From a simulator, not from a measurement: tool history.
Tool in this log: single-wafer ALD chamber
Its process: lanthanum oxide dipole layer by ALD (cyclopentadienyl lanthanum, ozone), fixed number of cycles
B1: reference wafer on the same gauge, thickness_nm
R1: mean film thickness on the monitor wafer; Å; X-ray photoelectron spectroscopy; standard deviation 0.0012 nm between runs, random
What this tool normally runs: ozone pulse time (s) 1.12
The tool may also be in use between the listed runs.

Run 1, hour 0: usual settings but ozone pulse time (s) 1.44; B1 0.575. Result: R1 5.12 Å.
Run 2, hour 33.1: usual settings; B1 0.575. Result: R1 4.87 Å.
At hour 70: thermocouple changed; heater temperature recalibrated.
Run 3, hour 90.4: usual settings; B1 0.575. Result: R1 4.88 Å.
Run 4, hour 124.8: usual settings but ozone pulse time (s) 0.93; B1 0.575. Result: R1 4.66 Å.
Run 5, hour 176.1: usual settings but ozone pulse time (s) 0.93; B1 0.575. Result: R1 4.7 Å.
Run 6, hour 212.4: usual settings but ozone pulse time (s) 1.42; B1 0.576. Result: R1 5.07 Å.
Run 7, hour 250.3: usual settings but ozone pulse time (s) 1.42; B1 0.575. Result: R1 5.1 Å.
Run 8, hour 294.5: usual settings but ozone pulse time (s) 1.37; B1 0.576. Result: R1 5.03 Å.
Run 9, hour 331.2: usual settings but ozone pulse time (s) 1.37; B1 0.575. Result: R1 5.04 Å.
Run 10, hour 389.1: usual settings but ozone pulse time (s) 1.35; B1 0.575. Result: R1 5.03 Å.
Run 11, hour 413.4: usual settings but ozone pulse time (s) 1.36; B1 0.575. Result: R1 5.03 Å.
At hour 435.6: ozone generator serviced.
Run 12, hour 464: usual settings but ozone pulse time (s) 0.67; B1 0.575. Result: R1 4.39 Å.
At hour 496.7: showerhead replaced.
Run 13, hour 511.4: usual settings; B1 0.575. Result: R1 4.92 Å.
Run 14, hour 558.7: usual settings but ozone pulse time (s) 0.81; B1 0.575. Result: R1 4.61 Å.
Run 15, hour 621.6: usual settings but ozone pulse time (s) 1.39; B1 0.575. Result: R1 5.11 Å.
Run 16, hour 665.5: usual settings but ozone pulse time (s) 0.84; B1 0.575. Result: R1 4.65 Å.
Run 17, hour 762.8: usual settings but ozone pulse time (s) 1.24; B1 0.575. Result: R1 5 Å.
Run 18, hour 822.7: usual settings but ozone pulse time (s) 1.25; B1 0.575. Result: R1 5.05 Å.
Run 19, hour 848.5: usual settings but ozone pulse time (s) 1.54; B1 0.575. Result: R1 5.2 Å.
Run 20, hour 872.7: usual settings but ozone pulse time (s) 1.49; B1 0.575. Result: R1 5.15 Å.
Run 21, hour 926.7: usual settings but ozone pulse time (s) 1.45; B1 0.575. Result: R1 5.12 Å.
Run 22, hour 951.9: usual settings; B1 0.575. Result: R1 4.91 Å.
Run 23, hour 1005.2: usual settings but ozone pulse time (s) 1.5; B1 0.575. Result: R1 5.18 Å.
Run 24, hour 1062.2: usual settings; B1 0.575. Result: R1 4.92 Å.
Run 25, hour 1089.4: usual settings; B1 0.575. Result: R1 4.91 Å.
Run 26, hour 1211.2: usual settings but ozone pulse time (s) 1.46; B1 0.575. Result: R1 5.15 Å.
At hour 1224.7: thermocouple changed; heater temperature recalibrated.
Run 27, hour 1266.2: usual settings but ozone pulse time (s) 1.28; B1 0.575. Result: R1 5.03 Å.
Run 28, hour 1321.3: usual settings but ozone pulse time (s) 0.72; B1 0.575. Result: R1 4.42 Å.
Run 29, hour 1530.5: usual settings but ozone pulse time (s) 0.68; B1 0.575. Result: R1 4.35 Å.
Run 30, hour 1563.3: usual settings but ozone pulse time (s) 1.43; B1 0.575. Result: R1 5.12 Å.
Run 31, hour 1598.2: usual settings but ozone pulse time (s) 0.76; B1 0.575. Result: R1 4.47 Å.
Run 32, hour 1641.9: usual settings but ozone pulse time (s) 1.3; B1 0.575. Result: R1 5.03 Å.
Run 33, hour 1686.4: usual settings; B1 0.575. Result: R1 4.87 Å.
Run 34, hour 1717.9: usual settings; B1 0.574. Result: R1 4.87 Å.
Run 35, hour 1777.3: usual settings but ozone pulse time (s) 1.52; B1 0.574. Result: R1 5.15 Å.

Here are 3 independent what-if runs from the current tool condition. What would each one return?
Run A, hour 1777.7: usual settings but ozone pulse time (s) 0.86; B1 ?. Result: R1 ?.
Run B, hour 1777.7: usual settings but ozone pulse time (s) 1.48; B1 ?. Result: R1 ?.
Run C, hour 1777.7: usual settings but ozone pulse time (s) 0.97; B1 ?. Result: R1 ?.

run     B1    R1
  A  0.575  4.59
  B  0.575  5.13
  C  0.575  4.72
With no hidden state in the tool, these same runs would have given:
run    R1
  A  4.67
  B  5.18
  C   4.8
